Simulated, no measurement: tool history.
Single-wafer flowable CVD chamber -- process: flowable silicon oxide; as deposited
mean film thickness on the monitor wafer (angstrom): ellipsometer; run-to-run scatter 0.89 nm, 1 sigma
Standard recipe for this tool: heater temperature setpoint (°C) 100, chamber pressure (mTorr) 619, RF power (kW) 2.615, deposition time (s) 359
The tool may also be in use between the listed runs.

run     day  heater temperature setpoint (°C)  chamber pressure (mTorr)  RF power (kW)  deposition time (s)  wafers since the last listed run  hours since the last thermocouple change  hours since the last RF generator calibration  hours since the last manometer calibration  hours since the showerhead was replaced  hours since the gauge calibration  read-back reference wafer on the same gauge, thickness_nm  mean film thickness on the monitor wafer (angstrom)
  1       0                                88                       619          2.615                  359                                 0                                    1932.1                                          209.7                                      1613.6                                   8198.9                              766.1                                                    194.745                                              2639.75
  2   1.371                                88                       619          2.615                  359                               169                                      1965                                          242.6                                      1646.5                                   8231.8                                799                                                    195.539                                              2657.27
      2.325  -- showerhead replaced
  3   2.762                                88                       619          2.615                  359                               130                                    1998.4                                            276                                      1679.9                                     10.5                              832.4                                                    194.884                                              2665.17
      2.962  -- gauge calibrated
  4   3.562                               100                       619          2.615                  359                                98                                    2017.6                                          295.2                                      1699.1                                     29.7                               14.4                                                     194.98                                              1706.78
  5   4.596                               100                       676          2.615                  359                               127                                    2042.4                                            320                                      1723.9                                     54.5                               39.2                                                    194.954                                               1858.3
  6   5.942                               100                       619          2.615                  359                               166                                    2074.7                                          352.3                                      1756.2                                     86.8                               71.5                                                    195.172                                              1690.63
  7   6.775                               100                       619          2.615                  359                               102                                    2094.7                                          372.3                                      1776.2                                    106.8                               91.5                                                    195.014                                              1689.66
  8   7.704                               105                       619           2.95                  359                               114                                      2117                                          394.6                                      1798.5                                    129.1                              113.8                                                        195                                              1423.22
  9   8.392                                88                       619          2.615                  359                                84                                    2133.5                                          411.1                                        1815                                    145.6                              130.3                                                    194.926                                              2635.81
 10   9.033                               100                       619          2.615                  359                                79                                    2148.9                                          426.5                                      1830.4                                      161                              145.7                                                    194.807                                              1688.11
 11    10.2                               100                       619           3.03                  359                               143                                    2176.9                                          454.5                                      1858.4                                      189                              173.7                                                    195.022                                              1723.35
 12  11.625                               100                       708          2.615                  359                               175                                    2211.1                                          488.7                                      1892.6                                    223.2                              207.9                                                    195.159                                              1957.71
     12.429  -- capacitance manometer re-zeroed and calibrated
 13  12.779                               100                       619           2.31                  359                               101                                    2238.8                                          516.4                                         8.4                                    250.9                              235.6                                                    195.008                                              1655.54
 14  13.779                               100                       750           2.89                  359                               123                                    2262.8                                          540.4                                        32.4                                    274.9                              259.6                                                    194.746                                              2079.91
 15  14.854                                90                       619          2.155                  359                               132                                    2288.6                                          566.2                                        58.2                                    300.7                              285.4                                                    194.833                                              2349.37
 16  15.917                               100                       706          2.895                  359                               131                                    2314.1                                          591.7                                        83.7                                    326.2                              310.9                                                    195.123                                              1971.01
 17  16.992                                92                       619          2.615                  418                               132                                    2339.9                                          617.5                                       109.5                                      352                              336.7                                                    194.966                                              2675.22
     19.267  -- thermocouple changed; heater temperature recalibrated
 18  20.512                               100                       513          2.945                  359                               393                                      29.9                                            702                                         194                                    436.5                              421.2                                                    194.786                                              1425.99
     21.367  -- RF generator calibrated
 19  21.746                               100                       619          2.615                  359                               111                                      59.5                                            9.1                                       223.6                                    466.1                              450.8                                                    195.273                                              1690.45
 20  22.696                               100                       619          2.615                  402                               117                                      82.3                                           31.9                                       246.4                                    488.9                              473.6                                                    194.657                                              1890.35
 21   23.45                               114                       619          2.615                  359                                93                                     100.4                                             50                                       264.5                                      507                              491.7                                                    194.968                                              1022.66
 22  24.042                               100                       619          2.615                  359                                73                                     114.6                                           64.2                                       278.7                                    521.2                              505.9                                                    195.143                                              1687.04
 23  25.433                               100                       619          2.895                  359                               171                                       148                                           97.6                                       312.1                                    554.6                              539.3                                                    194.817                                              1722.77
 24  26.162                                93                       619          2.865                  337                                89                                     165.5                                          115.1                                       329.6                                    572.1                              556.8                                                    194.931                                              2109.66
 25    27.4                               100                       619          2.375                  329                               152                                     195.2                                          144.8                                       359.3                                    601.8                              586.5                                                    194.989                                              1531.12
 26  28.208                               100                       719          2.615                  359                                99                                     214.6                                          164.2                                       378.7                                    621.2                              605.9                                                    195.068                                               1971.7
 27  29.429                               100                       619          2.615                  359                               150                                     243.9                                          193.5                                         408                                    650.5                              635.2                                                     195.07                                              1682.45
 28  30.296                               100                       490          2.615                  429                               106                                     264.7                                          214.3                                       428.8                                    671.3                                656                                                    195.174                                                 1610

Below are 4 alternative next runs, each starting from the tool's condition after run 28. Predict each:
  A  30.317                               100                       619          2.615                  359                                 2                                     265.2                                          214.8                                       429.3                                    671.8                              656.5                                                          ?                                                    ?
  B  30.317                               100                       619          2.615                  331                                 2                                     265.2                                          214.8                                       429.3                                    671.8                              656.5                                                          ?                                                    ?
  C  30.317                               109                       670           2.12                  429                                 2                                     265.2                                          214.8                                       429.3                                    671.8                              656.5                                                          ?                                                    ?
  D  30.317                               113                       619          2.615                  405                                 2                                     265.2                                          214.8                                       429.3                                    671.8                              656.5                                                          ?                                                    ?

run  read-back reference wafer on the same gauge, thickness_nm  mean film thickness on the monitor wafer (angstrom)
  A                                                    194.791                                              1680.25
  B                                                    194.791                                               1549.2
  C                                                    194.791                                              1477.55
  D                                                    194.791                                              1168.47
What these runs would have given with no unlogged condition in the tool:
run  mean film thickness on the monitor wafer (angstrom)
  A                                              1680.25
  B                                               1549.2
  C                                              1477.55
  D                                              1168.47

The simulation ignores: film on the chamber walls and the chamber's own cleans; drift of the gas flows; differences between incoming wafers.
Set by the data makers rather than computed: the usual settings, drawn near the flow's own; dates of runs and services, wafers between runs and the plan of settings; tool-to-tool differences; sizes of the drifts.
